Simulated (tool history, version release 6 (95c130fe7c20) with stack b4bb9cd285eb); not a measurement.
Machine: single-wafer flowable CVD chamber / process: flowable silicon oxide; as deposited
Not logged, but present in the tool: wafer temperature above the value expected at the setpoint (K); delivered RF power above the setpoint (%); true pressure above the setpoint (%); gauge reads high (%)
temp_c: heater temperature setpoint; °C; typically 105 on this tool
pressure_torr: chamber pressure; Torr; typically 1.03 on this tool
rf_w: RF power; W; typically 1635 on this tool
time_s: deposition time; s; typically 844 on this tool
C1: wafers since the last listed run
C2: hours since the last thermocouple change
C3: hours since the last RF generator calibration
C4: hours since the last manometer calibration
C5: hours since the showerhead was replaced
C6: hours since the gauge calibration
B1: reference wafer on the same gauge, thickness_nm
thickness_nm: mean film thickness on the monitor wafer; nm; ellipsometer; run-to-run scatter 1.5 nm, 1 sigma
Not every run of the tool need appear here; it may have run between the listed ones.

{"run": 1, "day": 0.0, "temp_c": 105, "pressure_torr": 1.03, "rf_w": 1635, "time_s": 844, "C1": 0, "C2": 40.5, "C3": 2177.9, "C4": 3142, "C5": 6848.3, "C6": 356.1, "B1": 552.002, "thickness_nm": 640.707}
{"day": 1.246, "done": "RF generator calibrated"}
{"day": 1.283, "done": "capacitance manometer re-zeroed and calibrated"}
{"run": 2, "day": 1.321, "temp_c": 105, "pressure_torr": 1.03, "rf_w": 1635, "time_s": 844, "C1": 37, "C2": 72.2, "C3": 1.8, "C4": 0.9, "C5": 6880, "C6": 387.8, "B1": 551.791, "thickness_nm": 621.603}
{"run": 3, "day": 2.788, "temp_c": 102, "pressure_torr": 1.03, "rf_w": 1635, "time_s": 844, "C1": 57, "C2": 107.4, "C3": 37, "C4": 36.1, "C5": 6915.2, "C6": 423, "B1": 551.59, "thickness_nm": 688.18}
{"run": 4, "day": 3.988, "temp_c": 102, "pressure_torr": 1.03, "rf_w": 1635, "time_s": 844, "C1": 47, "C2": 136.2, "C3": 65.8, "C4": 64.9, "C5": 6944, "C6": 451.8, "B1": 551.592, "thickness_nm": 693.225}
{"day": 4.392, "done": "showerhead replaced"}
{"run": 5, "day": 4.638, "temp_c": 102, "pressure_torr": 1.03, "rf_w": 1635, "time_s": 844, "C1": 12, "C2": 151.8, "C3": 81.4, "C4": 80.5, "C5": 5.9, "C6": 467.4, "B1": 551.545, "thickness_nm": 694.281}
{"run": 6, "day": 5.588, "temp_c": 105, "pressure_torr": 1.03, "rf_w": 1635, "time_s": 844, "C1": 37, "C2": 174.6, "C3": 104.2, "C4": 103.3, "C5": 28.7, "C6": 490.2, "B1": 552.279, "thickness_nm": 627.328}
{"run": 7, "day": 6.246, "temp_c": 117, "pressure_torr": 0.85, "rf_w": 1635, "time_s": 844, "C1": 25, "C2": 190.4, "C3": 120, "C4": 119.1, "C5": 44.5, "C6": 506, "B1": 551.584, "thickness_nm": 354.706}
{"run": 8, "day": 7.054, "temp_c": 105, "pressure_torr": 1.03, "rf_w": 1635, "time_s": 844, "C1": 31, "C2": 209.8, "C3": 139.4, "C4": 138.5, "C5": 63.9, "C6": 525.4, "B1": 552.121, "thickness_nm": 629.011}
{"run": 9, "day": 7.95, "temp_c": 105, "pressure_torr": 1.03, "rf_w": 1635, "time_s": 844, "C1": 35, "C2": 231.3, "C3": 160.9, "C4": 160, "C5": 85.4, "C6": 546.9, "B1": 552.509, "thickness_nm": 631.441}
{"run": 10, "day": 8.708, "temp_c": 95, "pressure_torr": 1.03, "rf_w": 1900, "time_s": 986, "C1": 29, "C2": 249.5, "C3": 179.1, "C4": 178.2, "C5": 103.6, "C6": 565.1, "B1": 551.816, "thickness_nm": 1052.86}
{"run": 11, "day": 10.138, "temp_c": 105, "pressure_torr": 1.03, "rf_w": 1960, "time_s": 1005, "C1": 56, "C2": 283.8, "C3": 213.4, "C4": 212.5, "C5": 137.9, "C6": 599.4, "B1": 551.461, "thickness_nm": 778.902}
{"run": 12, "day": 11.092, "temp_c": 93, "pressure_torr": 1.03, "rf_w": 1370, "time_s": 782, "C1": 37, "C2": 306.7, "C3": 236.3, "C4": 235.4, "C5": 160.8, "C6": 622.3, "B1": 552.165, "thickness_nm": 849.481}
{"run": 13, "day": 11.608, "temp_c": 105, "pressure_torr": 1.03, "rf_w": 1635, "time_s": 844, "C1": 20, "C2": 319.1, "C3": 248.7, "C4": 247.8, "C5": 173.2, "C6": 634.7, "B1": 552.079, "thickness_nm": 635.36}
{"run": 14, "day": 12.404, "temp_c": 117, "pressure_torr": 0.87, "rf_w": 1870, "time_s": 937, "C1": 31, "C2": 338.2, "C3": 267.8, "C4": 266.9, "C5": 192.3, "C6": 653.8, "B1": 551.754, "thickness_nm": 417.098}
{"run": 15, "day": 13.562, "temp_c": 91, "pressure_torr": 0.79, "rf_w": 1545, "time_s": 935, "C1": 45, "C2": 366, "C3": 295.6, "C4": 294.7, "C5": 220.1, "C6": 681.6, "B1": 551.754, "thickness_nm": 852.594}
{"run": 16, "day": 14.212, "temp_c": 105, "pressure_torr": 1.03, "rf_w": 1635, "time_s": 844, "C1": 25, "C2": 381.6, "C3": 311.2, "C4": 310.3, "C5": 235.7, "C6": 697.2, "B1": 551.894, "thickness_nm": 639.056}
{"run": 17, "day": 15.342, "temp_c": 117, "pressure_torr": 1.24, "rf_w": 1360, "time_s": 844, "C1": 44, "C2": 408.7, "C3": 338.3, "C4": 337.4, "C5": 262.8, "C6": 724.3, "B1": 552.319, "thickness_nm": 506.149}

Estimate the outcome of run 18 from the log above:
{"run": 18, "day": 16.229, "temp_c": 105, "pressure_torr": 1.03, "rf_w": 1635, "time_s": 844, "C1": 34, "C2": 430, "C3": 359.6, "C4": 358.7, "C5": 284.1, "C6": 745.6, "B1": "?", "thickness_nm": "?"}

Run 18 yielded B1 552.13, thickness_nm 641.175 nm.
Take away the tool's hidden state, keep the run-to-run variation as it was, and the same run would have given thickness_nm 616.476 nm.

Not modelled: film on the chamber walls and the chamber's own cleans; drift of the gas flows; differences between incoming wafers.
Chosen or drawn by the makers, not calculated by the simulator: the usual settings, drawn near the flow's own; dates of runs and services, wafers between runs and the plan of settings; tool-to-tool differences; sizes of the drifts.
